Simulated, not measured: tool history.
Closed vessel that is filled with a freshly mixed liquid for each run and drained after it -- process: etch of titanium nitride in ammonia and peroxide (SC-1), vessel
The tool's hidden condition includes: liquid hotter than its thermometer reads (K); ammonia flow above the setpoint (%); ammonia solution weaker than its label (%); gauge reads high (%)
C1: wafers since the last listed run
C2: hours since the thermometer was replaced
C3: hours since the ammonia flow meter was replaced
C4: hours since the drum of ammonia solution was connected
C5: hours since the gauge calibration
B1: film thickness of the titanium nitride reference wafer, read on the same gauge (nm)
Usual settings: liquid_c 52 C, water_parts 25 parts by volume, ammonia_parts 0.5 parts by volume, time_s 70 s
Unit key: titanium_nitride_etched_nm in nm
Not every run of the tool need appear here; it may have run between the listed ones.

{"run": 1, "hour": 0.0, "liquid_c": 46.5, "water_parts": 25, "ammonia_parts": 0.5, "time_s": 70, "C1": 0, "C2": 737.2, "C3": 258.6, "C4": 729.5, "C5": 184.5, "B1": 40.01, "titanium_nitride_etched_nm": 3.8}
{"run": 2, "hour": 10.5, "liquid_c": 52, "water_parts": 18.5, "ammonia_parts": 0.5, "time_s": 70, "C1": 674, "C2": 747.7, "C3": 269.1, "C4": 740, "C5": 195, "B1": 39.99, "titanium_nitride_etched_nm": 6.58}
{"hour": 22.7, "done": "thermometer replaced"}
{"run": 3, "hour": 26.8, "liquid_c": 52, "water_parts": 18.5, "ammonia_parts": 0.5, "time_s": 70, "C1": 982, "C2": 4.1, "C3": 285.4, "C4": 756.3, "C5": 211.3, "B1": 40.02, "titanium_nitride_etched_nm": 6.58}
{"run": 4, "hour": 40.8, "liquid_c": 52, "water_parts": 18.5, "ammonia_parts": 0.5, "time_s": 70, "C1": 898, "C2": 18.1, "C3": 299.4, "C4": 770.3, "C5": 225.3, "B1": 40.04, "titanium_nitride_etched_nm": 6.49}
{"hour": 48.1, "done": "new drum of ammonia solution connected"}
{"run": 5, "hour": 49.8, "liquid_c": 59, "water_parts": 25, "ammonia_parts": 0.5, "time_s": 70, "C1": 513, "C2": 27.1, "C3": 308.4, "C4": 1.7, "C5": 234.3, "B1": 40, "titanium_nitride_etched_nm": 8.9}
{"run": 6, "hour": 59.1, "liquid_c": 59, "water_parts": 25, "ammonia_parts": 0.5, "time_s": 70, "C1": 597, "C2": 36.4, "C3": 317.7, "C4": 11, "C5": 243.6, "B1": 39.98, "titanium_nitride_etched_nm": 8.75}
{"run": 7, "hour": 75.7, "liquid_c": 59, "water_parts": 25, "ammonia_parts": 0.5, "time_s": 70, "C1": 1065, "C2": 53, "C3": 334.3, "C4": 27.6, "C5": 260.2, "B1": 40, "titanium_nitride_etched_nm": 8.89}
{"run": 8, "hour": 93.5, "liquid_c": 52, "water_parts": 25, "ammonia_parts": 0.5, "time_s": 60, "C1": 1142, "C2": 70.8, "C3": 352.1, "C4": 45.4, "C5": 278, "B1": 40, "titanium_nitride_etched_nm": 4.75}
{"run": 9, "hour": 111.2, "liquid_c": 58, "water_parts": 13, "ammonia_parts": 0.5, "time_s": 70, "C1": 1136, "C2": 88.5, "C3": 369.8, "C4": 63.1, "C5": 295.7, "B1": 40.02, "titanium_nitride_etched_nm": 11.8}
{"run": 10, "hour": 128.8, "liquid_c": 52, "water_parts": 13.5, "ammonia_parts": 0.5, "time_s": 35, "C1": 1130, "C2": 106.1, "C3": 387.4, "C4": 80.7, "C5": 313.3, "B1": 40.02, "titanium_nitride_etched_nm": 3.87}
{"run": 11, "hour": 137.4, "liquid_c": 52, "water_parts": 36, "ammonia_parts": 0.5, "time_s": 70, "C1": 552, "C2": 114.7, "C3": 396, "C4": 89.3, "C5": 321.9, "B1": 39.99, "titanium_nitride_etched_nm": 4.45}
{"run": 12, "hour": 153.3, "liquid_c": 52, "water_parts": 13, "ammonia_parts": 0.5, "time_s": 70, "C1": 1020, "C2": 130.6, "C3": 411.9, "C4": 105.2, "C5": 337.8, "B1": 40, "titanium_nitride_etched_nm": 7.93}
{"run": 13, "hour": 165.8, "liquid_c": 49.5, "water_parts": 25, "ammonia_parts": 0.5, "time_s": 70, "C1": 802, "C2": 143.1, "C3": 424.4, "C4": 117.7, "C5": 350.3, "B1": 40.01, "titanium_nitride_etched_nm": 4.61}
{"run": 14, "hour": 178.0, "liquid_c": 43.5, "water_parts": 35.5, "ammonia_parts": 0.6, "time_s": 55, "C1": 783, "C2": 155.3, "C3": 436.6, "C4": 129.9, "C5": 362.5, "B1": 39.98, "titanium_nitride_etched_nm": 2.05}
{"hour": 178.3, "done": "gauge calibrated"}
{"hour": 179.4, "done": "ammonia flow meter replaced"}
{"run": 15, "hour": 191.1, "liquid_c": 52, "water_parts": 25, "ammonia_parts": 0.5, "time_s": 70, "C1": 776, "C2": 168.4, "C3": 11.7, "C4": 143, "C5": 12.8, "B1": 39.99, "titanium_nitride_etched_nm": 5.52}
{"run": 16, "hour": 202.1, "liquid_c": 52, "water_parts": 36.5, "ammonia_parts": 0.35, "time_s": 100, "C1": 706, "C2": 179.4, "C3": 22.7, "C4": 154, "C5": 23.8, "B1": 39.95, "titanium_nitride_etched_nm": 5.96}
{"run": 17, "hour": 220.0, "liquid_c": 52, "water_parts": 25, "ammonia_parts": 0.5, "time_s": 70, "C1": 1149, "C2": 197.3, "C3": 40.6, "C4": 171.9, "C5": 41.7, "B1": 40.02, "titanium_nitride_etched_nm": 5.57}
{"run": 18, "hour": 231.7, "liquid_c": 60, "water_parts": 25, "ammonia_parts": 0.5, "time_s": 70, "C1": 751, "C2": 209, "C3": 52.3, "C4": 183.6, "C5": 53.4, "B1": 39.97, "titanium_nitride_etched_nm": 9.43}
{"run": 19, "hour": 248.1, "liquid_c": 52, "water_parts": 25, "ammonia_parts": 0.5, "time_s": 70, "C1": 1052, "C2": 225.4, "C3": 68.7, "C4": 200, "C5": 69.8, "B1": 39.97, "titanium_nitride_etched_nm": 5.51}
{"run": 20, "hour": 261.4, "liquid_c": 45.5, "water_parts": 19.5, "ammonia_parts": 0.5, "time_s": 70, "C1": 853, "C2": 238.7, "C3": 82, "C4": 213.3, "C5": 83.1, "B1": 39.96, "titanium_nitride_etched_nm": 4.04}
{"run": 21, "hour": 269.1, "liquid_c": 52, "water_parts": 25, "ammonia_parts": 0.5, "time_s": 95, "C1": 494, "C2": 246.4, "C3": 89.7, "C4": 221, "C5": 90.8, "B1": 40.06, "titanium_nitride_etched_nm": 7.43}
{"run": 22, "hour": 282.9, "liquid_c": 55, "water_parts": 25, "ammonia_parts": 0.5, "time_s": 70, "C1": 886, "C2": 260.2, "C3": 103.5, "C4": 234.8, "C5": 104.6, "B1": 39.99, "titanium_nitride_etched_nm": 6.86}
{"run": 23, "hour": 293.9, "liquid_c": 52, "water_parts": 36, "ammonia_parts": 0.5, "time_s": 40, "C1": 706, "C2": 271.2, "C3": 114.5, "C4": 245.8, "C5": 115.6, "B1": 39.97, "titanium_nitride_etched_nm": 2.56}
{"run": 24, "hour": 302.2, "liquid_c": 52, "water_parts": 25, "ammonia_parts": 0.5, "time_s": 70, "C1": 532, "C2": 279.5, "C3": 122.8, "C4": 254.1, "C5": 123.9, "B1": 40.04, "titanium_nitride_etched_nm": 5.58}
{"run": 25, "hour": 312.0, "liquid_c": 52, "water_parts": 25, "ammonia_parts": 0.5, "time_s": 70, "C1": 629, "C2": 289.3, "C3": 132.6, "C4": 263.9, "C5": 133.7, "B1": 40.01, "titanium_nitride_etched_nm": 5.53}
{"run": 26, "hour": 325.3, "liquid_c": 52, "water_parts": 25, "ammonia_parts": 0.5, "time_s": 70, "C1": 853, "C2": 302.6, "C3": 145.9, "C4": 277.2, "C5": 147, "B1": 40.02, "titanium_nitride_etched_nm": 5.52}
{"run": 27, "hour": 333.5, "liquid_c": 52, "water_parts": 37, "ammonia_parts": 0.65, "time_s": 70, "C1": 526, "C2": 310.8, "C3": 154.1, "C4": 285.4, "C5": 155.2, "B1": 40.02, "titanium_nitride_etched_nm": 4.69}
{"run": 28, "hour": 341.9, "liquid_c": 52, "water_parts": 25, "ammonia_parts": 0.5, "time_s": 70, "C1": 539, "C2": 319.2, "C3": 162.5, "C4": 293.8, "C5": 163.6, "B1": 39.98, "titanium_nitride_etched_nm": 5.53}

Each row is a separate what-if for the run after 28, all from the same tool condition, not one after another. Results?
{"run": "A", "hour": 342.6, "liquid_c": 52, "water_parts": 25, "ammonia_parts": 0.5, "time_s": 90, "C1": 44, "C2": 319.9, "C3": 163.2, "C4": 294.5, "C5": 164.3, "B1": "?", "titanium_nitride_etched_nm": "?"}
{"run": "B", "hour": 342.6, "liquid_c": 52, "water_parts": 14, "ammonia_parts": 0.5, "time_s": 70, "C1": 44, "C2": 319.9, "C3": 163.2, "C4": 294.5, "C5": 164.3, "B1": "?", "titanium_nitride_etched_nm": "?"}
{"run": "C", "hour": 342.6, "liquid_c": 42.5, "water_parts": 25, "ammonia_parts": 0.65, "time_s": 70, "C1": 44, "C2": 319.9, "C3": 163.2, "C4": 294.5, "C5": 164.3, "B1": "?", "titanium_nitride_etched_nm": "?"}
{"run": "D", "hour": 342.6, "liquid_c": 52, "water_parts": 31.5, "ammonia_parts": 0.5, "time_s": 105, "C1": 44, "C2": 319.9, "C3": 163.2, "C4": 294.5, "C5": 164.3, "B1": "?", "titanium_nitride_etched_nm": "?"}

run=A B1=40.03 titanium_nitride_etched_nm=7.17
run=B B1=40.03 titanium_nitride_etched_nm=7.7
run=C B1=40.03 titanium_nitride_etched_nm=2.99
run=D B1=40.03 titanium_nitride_etched_nm=7.34
Without the tool's hidden state the same runs would have given:
run=A titanium_nitride_etched_nm=7.17
run=B titanium_nitride_etched_nm=7.7
run=C titanium_nitride_etched_nm=2.99
run=D titanium_nitride_etched_nm=7.34
